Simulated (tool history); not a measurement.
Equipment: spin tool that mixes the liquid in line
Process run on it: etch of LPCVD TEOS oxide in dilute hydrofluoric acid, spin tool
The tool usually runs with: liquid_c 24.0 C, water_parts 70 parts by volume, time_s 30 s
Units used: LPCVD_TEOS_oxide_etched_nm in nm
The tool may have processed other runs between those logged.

run,hour,liquid_c,water_parts,time_s,"read-back film thickness of the LPCVD TEOS oxide reference wafer, read on the same gauge (nm)",LPCVD_TEOS_oxide_etched_nm
1,0.0,24.0,70,30,110.01,24.28
2,25.5,24.0,70,30,109.97,23.99
3,52.1,24.0,85,30,109.97,19.73
4,65.9,24.0,70,30,109.98,24.12
5,99.1,24.0,70,30,109.98,24.40
6,134.6,24.0,70,30,109.99,24.50
7,161.6,24.0,70,35,109.99,28.61
8,189.1,24.0,70,35,110.00,28.47
9,210.3,24.0,70,35,109.98,28.45
10,233.7,24.0,70,40,109.99,32.55
11,261.9,24.0,70,40,109.99,33.06
12,282.8,24.0,70,40,109.96,32.52
13,304.8,24.0,70,30,110.01,24.74
14,340.1,24.0,70,30,109.99,24.88
15,364.5,24.0,70,30,110.02,24.68
16,398.6,24.0,70,50,109.99,41.19
17,426.7,20.0,40,15,110.02,19.12
18,455.8,24.0,90,15,109.99,9.45
19,468.7,25.5,100,50,110.00,29.78
20,488.9,24.0,90,15,109.98,9.46
# hour 512.1: thermometer replaced
21,521.6,22.0,70,30,110.01,23.01
22,545.6,24.0,55,30,110.05,32.46
23,580.7,22.5,70,30,109.97,23.82
# hour 592.6: gauge calibrated
24,616.4,19.0,105,30,109.98,13.13
# hour 669.3: hydrofluoric acid flow meter replaced
25,708.2,20.0,70,20,109.99,12.76
26,727.4,24.0,80,20,109.99,13.25
27,755.3,19.5,100,15,110.00,6.41
28,778.9,28.5,50,30,109.99,38.78
29,797.4,24.0,105,30,109.98,14.51
30,824.0,24.0,70,30,110.00,22.90
31,846.8,27.5,100,30,109.97,17.68
32,882.2,21.0,55,40,110.00,35.33
33,902.6,24.0,45,30,110.04,37.20

Per-run results on a tool with no hidden state, each run keeping its own random variation:
Unlogged tool condition in this case: liquid colder than its thermometer reads (K); hydrofluoric acid flow above the setpoint (%); gauge reads high (%).
run,LPCVD_TEOS_oxide_etched_nm
1,22.11
2,21.81
3,17.89
4,21.88
5,22.10
6,22.15
7,25.83
8,25.67
9,25.62
10,29.27
11,29.69
12,29.18
13,22.17
14,22.25
15,22.05
16,36.73
17,17.10
18,8.39
19,26.37
20,8.38
21,20.41
22,28.79
23,21.06
24,11.55
25,12.50
26,12.96
27,6.26
28,37.85
29,14.13
30,22.28
31,17.17
32,34.29
33,36.07
